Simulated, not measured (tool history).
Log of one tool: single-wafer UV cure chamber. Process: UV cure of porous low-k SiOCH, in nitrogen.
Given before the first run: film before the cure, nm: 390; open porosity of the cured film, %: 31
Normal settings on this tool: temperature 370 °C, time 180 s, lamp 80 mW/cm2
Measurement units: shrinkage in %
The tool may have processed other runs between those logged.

Run 1, hour 0: usual settings but lamp 52 mW/cm2. Result: shrinkage 8.383 %.
Run 2, hour 87.8: usual settings but lamp 52 mW/cm2. Result: shrinkage 8.191 %.
Run 3, hour 127.1: usual settings but lamp 52 mW/cm2. Result: shrinkage 7.877 %.
At hour 156.8: quartz window cleaned.
Run 4, hour 175.9: usual settings. Result: shrinkage 10.658 %.
Run 5, hour 240.1: usual settings. Result: shrinkage 10.55 %.
Run 6, hour 382.4: usual settings but time 250 s. Result: shrinkage 11.914 %.
At hour 416.6: quartz window cleaned.
Run 7, hour 472.5: usual settings but time 250 s. Result: shrinkage 12.467 %.
Run 8, hour 512.5: usual settings but time 250 s. Result: shrinkage 11.839 %.
Run 9, hour 561.5: usual settings. Result: shrinkage 10.22 %.
Run 10, hour 612.5: usual settings but temperature 362 °C, lamp 66 mW/cm2. Result: shrinkage 9.132 %.
Run 11, hour 677.1: usual settings but time 280 s, lamp 59 mW/cm2. Result: shrinkage 10.675 %.
At hour 732.9: quartz window cleaned.
Run 12, hour 744.3: usual settings but time 140 s, lamp 118 mW/cm2. Result: shrinkage 11.333 %.
At hour 802: UV bulbs replaced.
Run 13, hour 806.5: usual settings but temperature 352 °C, lamp 54 mW/cm2. Result: shrinkage 8.158 %.
Run 14, hour 848.6: usual settings but time 245 s. Result: shrinkage 11.517 %.
Run 15, hour 948.6: usual settings but time 270 s, lamp 70 mW/cm2. Result: shrinkage 11.031 %.
Run 16, hour 992.6: usual settings. Result: shrinkage 9.318 %.
At hour 1005.8: quartz window cleaned.
Run 17, hour 1055.5: usual settings but time 270 s, lamp 70 mW/cm2. Result: shrinkage 12.095 %.

Here are 4 independent what-if runs from the current tool condition. What would each one return?
Run A, hour 1056: usual settings but time 130 s. Result: shrinkage ?.
Run B, hour 1056: usual settings but temperature 364 °C, time 125 s, lamp 45 mW/cm2. Result: shrinkage ?.
Run C, hour 1056: usual settings but lamp 55 mW/cm2. Result: shrinkage ?.
Run D, hour 1056: usual settings but temperature 360 °C, time 225 s, lamp 63 mW/cm2. Result: shrinkage ?.

run  shrinkage
  A      9.177
  B      6.221
  C      8.937
  D     10.495
With no hidden state in the tool, these same runs would have given:
run  shrinkage
  A      9.472
  B       6.48
  C      9.231
  D     10.796
